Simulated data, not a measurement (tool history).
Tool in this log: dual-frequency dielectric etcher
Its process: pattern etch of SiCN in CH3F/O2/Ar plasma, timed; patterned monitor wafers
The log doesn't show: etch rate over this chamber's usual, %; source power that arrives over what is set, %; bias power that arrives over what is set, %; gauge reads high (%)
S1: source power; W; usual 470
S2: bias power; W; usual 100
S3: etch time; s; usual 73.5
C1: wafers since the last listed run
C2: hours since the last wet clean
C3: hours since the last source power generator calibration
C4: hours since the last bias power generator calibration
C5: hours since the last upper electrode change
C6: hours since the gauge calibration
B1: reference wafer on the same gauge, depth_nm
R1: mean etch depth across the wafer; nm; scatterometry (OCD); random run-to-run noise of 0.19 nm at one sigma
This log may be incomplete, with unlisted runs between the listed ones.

run   hour   S1   S2    S3   C1     C2      C3      C4      C5     C6     B1     R1
  1    0.0  470   94  73.5    0  455.5  2512.1  2026.2  5013.4   28.4  36.01  31.73
  2   10.0  470   94  73.5  106  465.5  2522.1  2036.2  5023.4   38.4  35.97  31.90
  3   31.8  470   94  73.5  231  487.3  2543.9  2058.0  5045.2   60.2  36.01  31.86
  4   48.9  470  100  73.5  181  504.4  2561.0  2075.1  5062.3   77.3  36.00  33.22
  5   55.6  430  100  73.5   71  511.1  2567.7  2081.8  5069.0   84.0  36.02  31.48
  6   68.3  470  100  73.5  134  523.8  2580.4  2094.5  5081.7   96.7  36.04  32.82
  7   77.8  470  100  85.5  100  533.3  2589.9  2104.0  5091.2  106.2  36.00  38.50
     115.3  -- source power generator calibrated
     130.8  -- wet clean of the chamber
     131.7  -- bias power generator calibrated
  8  132.2  470  100  85.5  360    1.4    16.9     0.5  5145.6  160.6  35.99  39.81
  9  132.7  470  100  85.5    5    1.9    17.4     1.0  5146.1  161.1  36.05  39.87
 10  140.2  420  100  73.5   79    9.4    24.9     8.5  5153.6  168.6  35.95  32.24
 11  152.1  420  100  73.5  126   21.3    36.8    20.4  5165.5  180.5  35.98  32.10
     180.6  -- upper electrode replaced, of another model than before
 12  181.1  420  100  73.5   53   50.3    65.8    49.4     0.5  209.5  35.99  32.84
 13  181.4  470  107  66.0    3   50.6    66.1    49.7     0.8  209.8  35.99  32.26
 14  188.3  580  114  91.5   73   57.5    73.0    56.6     7.7  216.7  36.01  50.53
 15  201.8  360  100  73.5  143   71.0    86.5    70.1    21.2  230.2  36.02  31.61
 16  211.6  470  111  79.0  103   80.8    96.3    79.9    31.0  240.0  35.95  39.90
     221.6  -- gauge calibrated
 17  227.1  470  100  73.5  164   96.3   111.8    95.4    46.5    5.5  35.93  34.01
 18  242.8  470   82  73.5  166  112.0   127.5   111.1    62.2   21.2  35.99  27.33
 19  250.2  470   88  52.0   78  119.4   134.9   118.5    69.6   28.6  36.08  21.23
 20  262.0  470  100  73.5  125  131.2   146.7   130.3    81.4   40.4  35.97  33.88
 21  277.9  470  100  73.5  168  147.1   162.6   146.2    97.3   56.3  36.03  33.82
 22  291.9  470  119  73.5  148  161.1   176.6   160.2   111.3   70.3  36.04  39.05
 23  298.4  370   86  65.0   68  167.6   183.1   166.7   117.8   76.8  36.01  23.89
 24  313.3  470  100  73.5  158  182.5   198.0   181.6   132.7   91.7  35.97  33.64
 25  328.2  380  117  73.5  158  197.4   212.9   196.5   147.6  106.6  36.01  36.68
 26  339.1  470  118  55.0  115  208.3   223.8   207.4   158.5  117.5  35.96  28.86
 27  345.3  470   94  73.5   65  214.5   230.0   213.6   164.7  123.7  36.00  31.97
 28  357.8  500   92  67.5  132  227.0   242.5   226.1   177.2  136.2  35.96  29.04
 29  370.0  470  100  85.5  129  239.2   254.7   238.3   189.4  148.4  35.99  39.07

Branching from run 29: 5 alternative next runs. What would each branch give?
  A  370.4  470  100  73.5   4  239.6  255.1  238.7  189.8  148.8   ?   ?
  B  370.4  510  100  73.5   4  239.6  255.1  238.7  189.8  148.8   ?   ?
  C  370.4  520  100  52.0   4  239.6  255.1  238.7  189.8  148.8   ?   ?
  D  370.4  540  122  73.5   4  239.6  255.1  238.7  189.8  148.8   ?   ?
  E  370.4  530  116  81.5   4  239.6  255.1  238.7  189.8  148.8   ?   ?

run     B1     R1
  A  35.98  33.48
  B  35.98  34.31
  C  35.98  24.41
  D  35.98  41.25
  E  35.98  43.71
With no hidden state in the tool, these same runs would have given:
run     R1
  A  34.02
  B  34.86
  C  24.81
  D  41.92
  E  44.42
